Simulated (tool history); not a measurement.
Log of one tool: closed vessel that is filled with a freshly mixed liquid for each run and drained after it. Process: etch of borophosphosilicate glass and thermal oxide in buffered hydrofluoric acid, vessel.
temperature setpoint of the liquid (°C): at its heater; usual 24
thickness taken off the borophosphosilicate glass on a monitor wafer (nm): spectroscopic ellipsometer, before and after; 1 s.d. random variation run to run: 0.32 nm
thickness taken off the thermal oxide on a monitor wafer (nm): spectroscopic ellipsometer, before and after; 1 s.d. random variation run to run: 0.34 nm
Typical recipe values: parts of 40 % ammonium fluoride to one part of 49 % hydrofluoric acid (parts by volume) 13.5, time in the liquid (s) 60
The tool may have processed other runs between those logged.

run,day,temperature setpoint of the liquid (°C),parts of 40 % ammonium fluoride to one part of 49 % hydrofluoric acid (parts by volume),time in the liquid (s),"read-back film thickness of the borophosphosilicate glass reference wafer, read on the same gauge (nm)","read-back film thickness of the thermal oxide reference wafer, read on the same gauge (nm)",thickness taken off the borophosphosilicate glass on a monitor wafer (nm),thickness taken off the thermal oxide on a monitor wafer (nm)
1,0,21.5,13.5,85,149.99,149.99,63.67,52.59
2,0.533,21.5,13.5,85,150.03,149.99,63.77,52.89
3,1.2,21.5,13.5,85,150.03,150.01,63.61,52.14
4,2.338,28,13.5,60,149.99,150.03,63.69,52.4
5,3.25,28,13.5,60,150.03,150.02,64.14,52.93
6,4.533,24,13.5,70,150.02,149.99,59.45,49.52
# day 5.154: hydrofluoric acid flow meter replaced
7,5.267,24,13.5,70,150.02,150.02,59.27,49.17
8,6.371,24,13.5,70,150.03,149.99,59.45,48.49
9,7.717,21,10,80,149.99,150,76.1,62.65
10,8.721,24,9.5,60,149.96,150,70.35,57.83
# day 9.346: gauge calibrated
11,10.083,24,13.5,90,149.97,150.02,76.3,62.33
12,11.025,24,13.5,60,150,150,50.52,41.88
13,11.592,26,10,35,149.98,150.03,44.42,36.03
14,12.242,26,13.5,60,150,149.99,56.65,46.26
15,13.233,24,16,85,149.98,150,60.36,49.76
16,14.038,22,19,60,149.94,149.99,31.95,26.49
# day 15.017: thermometer replaced
17,15.171,26.5,11,85,150,150.02,110.34,91.22
18,15.792,24,13.5,60,150.02,150.01,55.88,46.01
19,16.779,28.5,15.5,50,150,150.03,51.63,42.74
20,18.05,24,13.5,60,149.99,149.99,56.04,45.84
21,18.667,24,17,60,150.07,150,44.49,36.71
22,19.267,24,13.5,60,150.01,150.01,55.62,45.83

For run 23, what comes out?
23,20.117,26.5,17.5,40,?,?,?,?

read-back film thickness of the borophosphosilicate glass reference wafer, read on the same gauge (nm): 149.95
read-back film thickness of the thermal oxide reference wafer, read on the same gauge (nm): 150
thickness taken off the borophosphosilicate glass on a monitor wafer (nm): 32.45
thickness taken off the thermal oxide on a monitor wafer (nm): 26.91
Had the tool carried no hidden state, the very same run would have given thickness taken off the borophosphosilicate glass on a monitor wafer (nm) 33.31, thickness taken off the thermal oxide on a monitor wafer (nm) 27.63.
